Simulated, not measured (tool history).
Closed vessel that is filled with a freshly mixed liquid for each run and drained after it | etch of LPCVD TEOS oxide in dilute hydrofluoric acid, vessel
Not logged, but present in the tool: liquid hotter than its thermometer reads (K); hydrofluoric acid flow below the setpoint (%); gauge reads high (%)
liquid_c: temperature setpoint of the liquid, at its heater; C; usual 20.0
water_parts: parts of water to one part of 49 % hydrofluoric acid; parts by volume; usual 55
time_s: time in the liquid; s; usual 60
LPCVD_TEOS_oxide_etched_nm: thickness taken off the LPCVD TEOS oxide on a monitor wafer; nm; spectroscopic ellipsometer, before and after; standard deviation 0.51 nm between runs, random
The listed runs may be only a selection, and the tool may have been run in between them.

run   hour  liquid_c  water_parts  time_s  wafers since the last listed run  hours since the thermometer was replaced  hours since the hydrofluoric acid flow meter was replaced  hours since the gauge calibration  read-back film thickness of the LPCVD TEOS oxide reference wafer, read on the same gauge (nm)  LPCVD_TEOS_oxide_etched_nm
  1    0.0      18.0           55      60                                 0                                     483.2                                                     2265.9                              132.1                                                                                         119.96                       58.08
  2   10.3      20.0           55      80                               707                                     493.5                                                     2276.2                              142.4                                                                                         120.05                       85.44
  3   23.4      20.0           70      60                               900                                     506.6                                                     2289.3                              155.5                                                                                         120.00                       49.21
  4   36.4      20.0           70      60                               893                                     519.6                                                     2302.3                              168.5                                                                                         119.98                       49.00
  5   51.9      20.0           70      60                              1064                                     535.1                                                     2317.8                              184.0                                                                                         120.05                       49.66
  6   60.6      20.0           55      60                               597                                     543.8                                                     2326.5                              192.7                                                                                         119.98                       64.27
  7   68.2      20.0           55      60                               522                                     551.4                                                     2334.1                              200.3                                                                                         120.01                       64.58
  8   78.5      20.0           55      60                               707                                     561.7                                                     2344.4                              210.6                                                                                         119.97                       63.39
  9   87.0      20.0           55      60                               584                                     570.2                                                     2352.9                              219.1                                                                                         120.01                       64.03
      98.3  -- gauge calibrated
 10  101.7      20.0           55      60                              1009                                     584.9                                                     2367.6                                3.4                                                                                         120.02                       65.44
 11  112.2      17.0           55      60                               721                                     595.4                                                     2378.1                               13.9                                                                                         120.01                       56.99
     113.9  -- thermometer replaced
 12  127.9      20.0           55      80                              1009                                      14.0                                                     2393.8                               29.6                                                                                         120.06                       79.31
     136.5  -- hydrofluoric acid flow meter replaced
 13  139.6      18.0           55      40                               735                                      25.7                                                        3.1                               41.3                                                                                         120.06                       36.35
 14  152.9      20.0           45      60                               913                                      39.0                                                       16.4                               54.6                                                                                         120.03                       74.00
 15  170.7      23.0           40      80                              1222                                      56.8                                                       34.2                               72.4                                                                                         120.01                      126.42
 16  185.6      17.0           70      85                              1023                                      71.7                                                       49.1                               87.3                                                                                         119.96                       57.91
 17  196.0      24.5           30      85                               714                                      82.1                                                       59.5                               97.7                                                                                         120.04                      192.77
 18  211.3      17.0           40      60                              1051                                      97.4                                                       74.8                              113.0                                                                                         120.01                       72.95
 19  226.5      20.0           55      60                              1044                                     112.6                                                       90.0                              128.2                                                                                         119.97                       59.30
 20  238.4      22.0           55      60                               817                                     124.5                                                      101.9                              140.1                                                                                         119.97                       64.43

Hidden state at the last listed run before each entry between runs and at the first one after, where it differs:
From run 9 to run 10: gauge calibrated (hour 98.3)
  liquid hotter than its thermometer reads (K): 2.35 -> 2.41
  what was measured, less what the result would be without the hidden state, LPCVD_TEOS_oxide_etched_nm: +6.01 -> +6.29 nm
From run 11 to run 12: thermometer replaced (hour 113.9)
  liquid hotter than its thermometer reads (K): 2.46 -> 0.271
  what was measured, less what the result would be without the hidden state, LPCVD_TEOS_oxide_etched_nm: +5.71 -> +0.90 nm
From run 12 to run 13: hydrofluoric acid flow meter replaced (hour 136.5)
  liquid hotter than its thermometer reads (K): 0.271 -> 0.318
  what was measured, less what the result would be without the hidden state, LPCVD_TEOS_oxide_etched_nm: +0.90 -> +0.49 nm
